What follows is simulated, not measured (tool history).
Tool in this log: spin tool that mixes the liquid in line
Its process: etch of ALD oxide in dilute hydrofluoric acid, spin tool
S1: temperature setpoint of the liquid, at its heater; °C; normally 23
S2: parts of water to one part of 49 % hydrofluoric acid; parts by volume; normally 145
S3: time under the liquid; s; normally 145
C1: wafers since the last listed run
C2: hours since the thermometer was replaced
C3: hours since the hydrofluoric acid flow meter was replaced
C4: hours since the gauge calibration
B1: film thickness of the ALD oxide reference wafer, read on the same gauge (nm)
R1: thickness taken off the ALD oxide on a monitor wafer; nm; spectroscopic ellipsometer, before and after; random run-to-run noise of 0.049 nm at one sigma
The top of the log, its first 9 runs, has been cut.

Run 10, day 32.054: usual settings; C1 1055; C2 562.7; C3 347.2; C4 1782.6; B1 110.01. Result: R1 12.48 nm.
At day 34.254: thermometer replaced.
Run 11, day 34.708: usual settings but S2 105 parts by volume; C1 331; C2 10.9; C3 410.9; C4 1846.3; B1 110.01. Result: R1 18.72 nm.
Run 12, day 38.042: usual settings but S3 180 s; C1 423; C2 90.9; C3 490.9; C4 1926.3; B1 110.03. Result: R1 16.05 nm.
At day 40.083: gauge calibrated.
Run 13, day 41.758: usual settings but S3 180 s; C1 472; C2 180.1; C3 580.1; C4 40.2; B1 109.99. Result: R1 16.06 nm.
Run 14, day 44.3: usual settings but S1 25.5 °C, S2 165 parts by volume; C1 322; C2 241.1; C3 641.1; C4 101.2; B1 110.02. Result: R1 12.2 nm.
Run 15, day 48.104: usual settings but S2 85 parts by volume; C1 483; C2 332.4; C3 732.4; C4 192.5; B1 109.99. Result: R1 23.19 nm.
Run 16, day 51.571: usual settings but S1 21.5 °C, S2 165 parts by volume; C1 440; C2 415.6; C3 815.6; C4 275.7; B1 110. Result: R1 10.29 nm.
Run 17, day 53.838: usual settings but S2 105 parts by volume, S3 100 s; C1 287; C2 470; C3 870; C4 330.1; B1 110.04. Result: R1 12.57 nm.
Run 18, day 57.396: usual settings; C1 451; C2 555.4; C3 955.4; C4 415.5; B1 109.99. Result: R1 12.58 nm.
At day 57.838: thermometer replaced.
Run 19, day 60.092: usual settings but S2 90 parts by volume; C1 337; C2 54.1; C3 1020.1; C4 480.2; B1 110. Result: R1 22.8 nm.
Run 20, day 64.142: usual settings but S1 21 °C; C1 514; C2 151.3; C3 1117.3; C4 577.4; B1 109.99. Result: R1 12.26 nm.
Run 21, day 67.912: usual settings but S1 21.5 °C, S3 225 s; C1 478; C2 241.8; C3 1207.8; C4 667.9; B1 109.98. Result: R1 19.1 nm.
Run 22, day 72.392: usual settings; C1 568; C2 349.3; C3 1315.3; C4 775.4; B1 110.01. Result: R1 13.02 nm.
Run 23, day 75.283: usual settings but S1 28 °C, S2 205 parts by volume; C1 367; C2 418.7; C3 1384.7; C4 844.8; B1 110. Result: R1 10.35 nm.
Run 24, day 77.083: usual settings but S2 105 parts by volume, S3 100 s; C1 228; C2 461.9; C3 1427.9; C4 888; B1 110.02. Result: R1 12.86 nm.
Run 25, day 79.5: usual settings but S1 27 °C, S2 85 parts by volume, S3 170 s; C1 306; C2 519.9; C3 1485.9; C4 946; B1 109.97. Result: R1 32.4 nm.
Run 26, day 81.3: usual settings but S1 27.5 °C, S2 200 parts by volume, S3 85 s; C1 228; C2 563.1; C3 1529.1; C4 989.2; B1 109.98. Result: R1 6.1 nm.
Run 27, day 85.3: usual settings but S2 200 parts by volume, S3 65 s; C1 508; C2 659.1; C3 1625.1; C4 1085.2; B1 110. Result: R1 3.94 nm.
Run 28, day 88.192: usual settings but S1 27 °C, S2 85 parts by volume, S3 170 s; C1 367; C2 728.5; C3 1694.5; C4 1154.6; B1 109.98. Result: R1 31.79 nm.
At day 88.829: thermometer replaced.
Run 29, day 91.338: usual settings; C1 394; C2 60.2; C3 1770; C4 1230.1; B1 110.03. Result: R1 13.39 nm.
Run 30, day 93.792: usual settings but S2 95 parts by volume; C1 311; C2 119.1; C3 1828.9; C4 1289; B1 109.98. Result: R1 21.61 nm.
Run 31, day 97.279: usual settings; C1 442; C2 202.8; C3 1912.6; C4 1372.7; B1 109.99. Result: R1 13.35 nm.
Run 32, day 101.183: usual settings but S1 20.5 °C; C1 495; C2 296.5; C3 2006.3; C4 1466.4; B1 109.99. Result: R1 11.95 nm.
Run 33, day 105.258: usual settings but S3 225 s; C1 517; C2 394.3; C3 2104.1; C4 1564.2; B1 109.99. Result: R1 20.4 nm.

Each row is a separate what-if for the run after 33, all from the same tool condition, not one after another. Results?
Run A, day 105.279: usual settings but S3 185 s; C1 2; C2 394.8; C3 2104.6; C4 1564.7; B1 ?. Result: R1 ?.
Run B, day 105.279: usual settings but S3 80 s; C1 2; C2 394.8; C3 2104.6; C4 1564.7; B1 ?. Result: R1 ?.
Run C, day 105.279: usual settings but S1 26.5 °C, S2 80 parts by volume, S3 185 s; C1 2; C2 394.8; C3 2104.6; C4 1564.7; B1 ?. Result: R1 ?.
Run D, day 105.279: usual settings but S2 110 parts by volume; C1 2; C2 394.8; C3 2104.6; C4 1564.7; B1 ?. Result: R1 ?.
Run E, day 105.279: usual settings but S3 105 s; C1 2; C2 394.8; C3 2104.6; C4 1564.7; B1 ?. Result: R1 ?.

run      B1     R1
  A  110.01  16.79
  B  110.01   7.26
  C  110.01  37.69
  D  110.01  18.03
  E  110.01   9.53
With the hidden condition removed and each run's random variation left untouched, the same runs would have given:
run     R1
  A  16.52
  B   7.14
  C  37.17
  D  17.77
  E   9.38
